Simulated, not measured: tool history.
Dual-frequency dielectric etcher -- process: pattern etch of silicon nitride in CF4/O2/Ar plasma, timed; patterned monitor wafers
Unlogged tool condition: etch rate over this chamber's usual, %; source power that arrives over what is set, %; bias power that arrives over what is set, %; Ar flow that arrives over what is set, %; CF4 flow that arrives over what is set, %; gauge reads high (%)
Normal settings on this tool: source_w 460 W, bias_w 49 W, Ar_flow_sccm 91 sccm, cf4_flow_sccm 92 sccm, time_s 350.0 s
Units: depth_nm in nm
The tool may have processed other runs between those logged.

| run | hour | source_w | bias_w | Ar_flow_sccm | cf4_flow_sccm | time_s | wafers since the last listed run | hours since the last wet clean | hours since the last source power generator calibration | hours since the last bias power generator calibration | hours since the last Ar flow controller change | hours since the last CF4 flow controller change | hours since the last upper electrode change | hours since the gauge calibration | read-back reference wafer on the same gauge, depth_nm | depth_nm |
|---|---|---|---|---|---|---|---|---|---|---|---|---|---|---|---|---|
| 1 | 0.0 | 460 | 49 | 91 | 92 | 350.0 | 0 | 392.3 | 4017.6 | 3576.4 | 4828.8 | 2952.3 | 4246.4 | 102.0 | 497.6 | 638.8 |
| 2 | 46.1 | 460 | 49 | 91 | 92 | 350.0 | 310 | 438.4 | 4063.7 | 3622.5 | 4874.9 | 2998.4 | 4292.5 | 148.1 | 498.6 | 641.6 |
| 3 | 52.7 | 460 | 49 | 91 | 92 | 350.0 | 44 | 445.0 | 4070.3 | 3629.1 | 4881.5 | 3005.0 | 4299.1 | 154.7 | 497.6 | 640.1 |
| 4 | 64.6 | 460 | 49 | 91 | 92 | 350.0 | 80 | 456.9 | 4082.2 | 3641.0 | 4893.4 | 3016.9 | 4311.0 | 166.6 | 497.7 | 640.2 |
| 5 | 76.8 | 460 | 49 | 91 | 92 | 350.0 | 82 | 469.1 | 4094.4 | 3653.2 | 4905.6 | 3029.1 | 4323.2 | 178.8 | 497.2 | 641.9 |
|  | 81.7 | bias power generator calibrated |
| 6 | 86.4 | 460 | 49 | 91 | 92 | 350.0 | 37 | 478.7 | 4104.0 | 4.7 | 4915.2 | 3038.7 | 4332.8 | 188.4 | 498.0 | 640.1 |
| 7 | 111.8 | 460 | 49 | 91 | 92 | 350.0 | 170 | 504.1 | 4129.4 | 30.1 | 4940.6 | 3064.1 | 4358.2 | 213.8 | 498.1 | 646.6 |
|  | 118.8 | Ar flow controller replaced |
| 8 | 121.2 | 500 | 49 | 91 | 92 | 350.0 | 22 | 513.5 | 4138.8 | 39.5 | 2.4 | 3073.5 | 4367.6 | 223.2 | 498.8 | 676.7 |
| 9 | 136.4 | 500 | 49 | 91 | 92 | 350.0 | 102 | 528.7 | 4154.0 | 54.7 | 17.6 | 3088.7 | 4382.8 | 238.4 | 498.3 | 677.9 |
|  | 155.7 | gauge calibrated |
|  | 174.5 | CF4 flow controller replaced |
|  | 177.2 | wet clean of the chamber |
|  | 186.4 | upper electrode replaced |
| 10 | 186.9 | 390 | 46 | 91 | 80 | 350.0 | 218 | 9.7 | 4204.5 | 105.2 | 68.1 | 12.4 | 0.5 | 31.2 | 498.0 | 520.8 |
| 11 | 187.4 | 380 | 49 | 97 | 92 | 409.0 | 3 | 10.2 | 4205.0 | 105.7 | 68.6 | 12.9 | 1.0 | 31.7 | 498.2 | 637.3 |
| 12 | 201.6 | 460 | 49 | 91 | 111 | 446.5 | 95 | 24.4 | 4219.2 | 119.9 | 82.8 | 27.1 | 15.2 | 45.9 | 497.5 | 807.4 |
| 13 | 218.9 | 460 | 49 | 91 | 92 | 350.0 | 116 | 41.7 | 4236.5 | 137.2 | 100.1 | 44.4 | 32.5 | 63.2 | 498.3 | 615.7 |
|  | 232.4 | source power generator calibrated |
| 14 | 232.9 | 550 | 49 | 111 | 75 | 420.5 | 67 | 55.7 | 0.5 | 151.2 | 114.1 | 58.4 | 46.5 | 77.2 | 498.4 | 766.7 |
| 15 | 245.5 | 570 | 54 | 84 | 92 | 350.0 | 84 | 68.3 | 13.1 | 163.8 | 126.7 | 71.0 | 59.1 | 89.8 | 496.9 | 747.1 |
| 16 | 259.9 | 460 | 43 | 99 | 113 | 402.0 | 96 | 82.7 | 27.5 | 178.2 | 141.1 | 85.4 | 73.5 | 104.2 | 497.6 | 676.4 |
| 17 | 267.1 | 460 | 49 | 91 | 92 | 350.0 | 48 | 89.9 | 34.7 | 185.4 | 148.3 | 92.6 | 80.7 | 111.4 | 497.1 | 612.4 |
| 18 | 273.9 | 560 | 39 | 102 | 92 | 399.5 | 45 | 96.7 | 41.5 | 192.2 | 155.1 | 99.4 | 87.5 | 118.2 | 497.7 | 692.6 |
| 19 | 285.0 | 510 | 40 | 91 | 86 | 271.5 | 74 | 107.8 | 52.6 | 203.3 | 166.2 | 110.5 | 98.6 | 129.3 | 497.1 | 448.3 |
| 20 | 303.0 | 460 | 43 | 113 | 92 | 350.0 | 121 | 125.8 | 70.6 | 221.3 | 184.2 | 128.5 | 116.6 | 147.3 | 498.0 | 558.8 |
| 21 | 313.0 | 340 | 49 | 110 | 92 | 275.5 | 67 | 135.8 | 80.6 | 231.3 | 194.2 | 138.5 | 126.6 | 157.3 | 498.6 | 402.7 |
| 22 | 320.1 | 350 | 42 | 91 | 92 | 275.5 | 47 | 142.9 | 87.7 | 238.4 | 201.3 | 145.6 | 133.7 | 164.4 | 498.1 | 383.4 |

Forecast each of these 3 alternatives for the next run:
| A | 320.6 | 460 | 41 | 91 | 92 | 350.0 | 3 | 143.4 | 88.2 | 238.9 | 201.8 | 146.1 | 134.2 | 164.9 | ? | ? |
| B | 320.6 | 550 | 55 | 84 | 92 | 350.0 | 3 | 143.4 | 88.2 | 238.9 | 201.8 | 146.1 | 134.2 | 164.9 | ? | ? |
| C | 320.6 | 460 | 49 | 81 | 108 | 350.0 | 3 | 143.4 | 88.2 | 238.9 | 201.8 | 146.1 | 134.2 | 164.9 | ? | ? |

| run | read-back reference wafer on the same gauge, depth_nm | depth_nm |
|---|---|---|
| A | 498.0 | 560.3 |
| B | 498.0 | 739.5 |
| C | 498.0 | 643.1 |
Had the tool no hidden state, the same runs would have come out as:
| run | depth_nm |
|---|---|
| A | 555.3 |
| B | 732.9 |
| C | 637.4 |

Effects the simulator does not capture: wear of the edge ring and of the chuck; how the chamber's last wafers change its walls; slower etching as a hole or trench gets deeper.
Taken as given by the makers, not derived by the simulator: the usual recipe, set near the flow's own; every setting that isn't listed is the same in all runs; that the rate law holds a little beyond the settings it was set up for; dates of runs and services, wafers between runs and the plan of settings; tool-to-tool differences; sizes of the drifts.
